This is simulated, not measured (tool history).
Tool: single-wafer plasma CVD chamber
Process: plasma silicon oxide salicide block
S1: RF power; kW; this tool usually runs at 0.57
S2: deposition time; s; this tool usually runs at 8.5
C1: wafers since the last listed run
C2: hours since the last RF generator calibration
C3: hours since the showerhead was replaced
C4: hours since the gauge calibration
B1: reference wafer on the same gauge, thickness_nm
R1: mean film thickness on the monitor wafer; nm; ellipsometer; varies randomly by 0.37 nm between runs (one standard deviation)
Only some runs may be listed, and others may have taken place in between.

| run | day | S1 | S2 | C1 | C2 | C3 | C4 | B1 | R1 |
|---|---|---|---|---|---|---|---|---|---|
| 1 | 0 | 0.57 | 8.5 | 0 | 2180.5 | 1629.2 | 3895.2 | 100.883 | 84.664 |
| 2 | 3.696 | 0.57 | 8.5 | 3380 | 2269.2 | 1717.9 | 3983.9 | 100.904 | 84.348 |
| 3 | 7.742 | 0.54 | 8.5 | 3700 | 2366.3 | 1815 | 4081 | 100.951 | 82.983 |
|  | 11.346 | RF generator calibrated |
| 4 | 11.846 | 0.54 | 8.5 | 3448 | 12 | 1913.5 | 4179.5 | 100.893 | 84.716 |
| 5 | 15.567 | 0.54 | 8.5 | 3403 | 101.3 | 2002.8 | 4268.8 | 100.816 | 85.414 |
| 6 | 17.708 | 0.57 | 8.5 | 1958 | 152.7 | 2054.2 | 4320.2 | 100.817 | 86.733 |
| 7 | 19.862 | 0.57 | 8 | 1970 | 204.4 | 2105.9 | 4371.9 | 100.936 | 81.248 |
| 8 | 31.975 | 0.57 | 8 | 11078 | 495.1 | 2396.6 | 4662.6 | 100.905 | 81.152 |
| 9 | 41.754 | 0.57 | 8 | 8944 | 729.8 | 2631.3 | 4897.3 | 100.935 | 80.695 |
| 10 | 45.725 | 0.57 | 8.5 | 3631 | 825.1 | 2726.6 | 4992.6 | 100.892 | 85.926 |
| 11 | 48.538 | 0.57 | 8.5 | 2572 | 892.6 | 2794.1 | 5060.1 | 100.86 | 85.125 |
| 12 | 51.192 | 0.605 | 8.5 | 2427 | 956.3 | 2857.8 | 5123.8 | 100.826 | 87.625 |
|  | 52.367 | gauge calibrated |
| 13 | 53.617 | 0.605 | 8.5 | 2217 | 1014.5 | 2916 | 30 | 100.835 | 86.922 |
| 14 | 57.096 | 0.57 | 9.19 | 3182 | 1098 | 2999.5 | 113.5 | 101.008 | 91.518 |
| 15 | 60.212 | 0.57 | 9.19 | 2850 | 1172.8 | 3074.3 | 188.3 | 100.94 | 92.356 |
| 16 | 62.125 | 0.65 | 9.2 | 1749 | 1218.7 | 3120.2 | 234.2 | 100.866 | 96.903 |
| 17 | 64.588 | 0.65 | 9.2 | 2252 | 1277.8 | 3179.3 | 293.3 | 100.856 | 97.082 |
| 18 | 70.033 | 0.635 | 8.5 | 4980 | 1408.5 | 3310 | 424 | 100.881 | 88.801 |
| 19 | 72.688 | 0.57 | 8.5 | 2427 | 1472.2 | 3373.7 | 487.7 | 100.887 | 85.295 |
| 20 | 77.146 | 0.57 | 8.5 | 4077 | 1579.2 | 3480.7 | 594.7 | 100.9 | 84.94 |
| 21 | 80.929 | 0.635 | 9.2 | 3460 | 1670 | 3571.5 | 685.5 | 100.99 | 95.566 |
| 22 | 82.533 | 0.57 | 8.5 | 1467 | 1708.5 | 3610 | 724 | 100.973 | 84.476 |
| 23 | 84.425 | 0.57 | 8.5 | 1730 | 1753.9 | 3655.4 | 769.4 | 100.95 | 84.603 |
| 24 | 88.512 | 0.505 | 10.12 | 3738 | 1852 | 3753.5 | 867.5 | 100.916 | 96.762 |
| 25 | 90.862 | 0.53 | 7.7 | 2149 | 1908.4 | 3809.9 | 923.9 | 100.911 | 74.335 |
| 26 | 95.338 | 0.51 | 7.14 | 4092 | 2015.8 | 3917.3 | 1031.3 | 100.979 | 68.137 |
| 27 | 97.362 | 0.65 | 9.33 | 1852 | 2064.4 | 3965.9 | 1079.9 | 100.839 | 97.931 |
| 28 | 101.462 | 0.47 | 9.29 | 3749 | 2162.8 | 4064.3 | 1178.3 | 100.881 | 85.615 |
| 29 | 103.867 | 0.495 | 8.5 | 2198 | 2220.5 | 4122 | 1236 | 100.969 | 80.336 |
| 30 | 106.025 | 0.57 | 8.5 | 1974 | 2272.3 | 4173.8 | 1287.8 | 100.966 | 84.597 |
| 31 | 109.083 | 0.57 | 8.5 | 2797 | 2345.7 | 4247.2 | 1361.2 | 100.87 | 84.673 |
| 32 | 112.596 | 0.495 | 8.5 | 3212 | 2430 | 4331.5 | 1445.5 | 100.942 | 80.282 |
|  | 113.662 | showerhead replaced, of another model than before |
| 33 | 115.483 | 0.665 | 7.8 | 2336 | 2499.3 | 43.7 | 1514.8 | 100.948 | 81.701 |
|  | 116.288 | RF generator calibrated |
| 34 | 119.55 | 0.52 | 10.11 | 3414 | 78.3 | 141.3 | 1612.4 | 100.906 | 101.712 |
| 35 | 122.279 | 0.57 | 8.5 | 2496 | 143.8 | 206.8 | 1677.9 | 100.929 | 87.141 |
| 36 | 126.008 | 0.535 | 8.5 | 3410 | 233.3 | 296.3 | 1767.4 | 100.936 | 85.797 |
| 37 | 128.121 | 0.57 | 9.01 | 1932 | 284 | 347 | 1818.1 | 100.925 | 92.414 |
| 38 | 130.804 | 0.57 | 8.5 | 2454 | 348.4 | 411.4 | 1882.5 | 100.858 | 86.456 |
| 39 | 134.958 | 0.47 | 7.83 | 3799 | 448.1 | 511.1 | 1982.2 | 100.979 | 76.574 |
| 40 | 138.033 | 0.57 | 8.5 | 2812 | 521.9 | 584.9 | 2056 | 100.826 | 86.563 |
| 41 | 140.354 | 0.62 | 9.4 | 2122 | 577.6 | 640.6 | 2111.7 | 100.98 | 97.636 |
| 42 | 149.604 | 0.68 | 7.45 | 8460 | 799.6 | 862.6 | 2333.7 | 100.916 | 79.086 |
| 43 | 153.142 | 0.47 | 7.51 | 3235 | 884.5 | 947.5 | 2418.6 | 100.757 | 73.442 |
| 44 | 156.625 | 0.665 | 9.15 | 3185 | 968.1 | 1031.1 | 2502.2 | 100.97 | 95.821 |
| 45 | 161.025 | 0.61 | 9.52 | 4024 | 1073.7 | 1136.7 | 2607.8 | 100.841 | 97.766 |

What if the next run were any one of these 3? Each begins from the tool's condition after run 45:
| A | 161.042 | 0.57 | 9.68 | 15 | 1074.1 | 1137.1 | 2608.2 | ? | ? |
| B | 161.042 | 0.475 | 9.36 | 15 | 1074.1 | 1137.1 | 2608.2 | ? | ? |
| C | 161.042 | 0.57 | 9.79 | 15 | 1074.1 | 1137.1 | 2608.2 | ? | ? |

| run | B1 | R1 |
|---|---|---|
| A | 100.897 | 97.694 |
| B | 100.897 | 90.979 |
| C | 100.897 | 98.805 |
Without the tool's hidden state the same runs would have given:
| run | R1 |
|---|---|
| A | 99.078 |
| B | 92.267 |
| C | 100.204 |
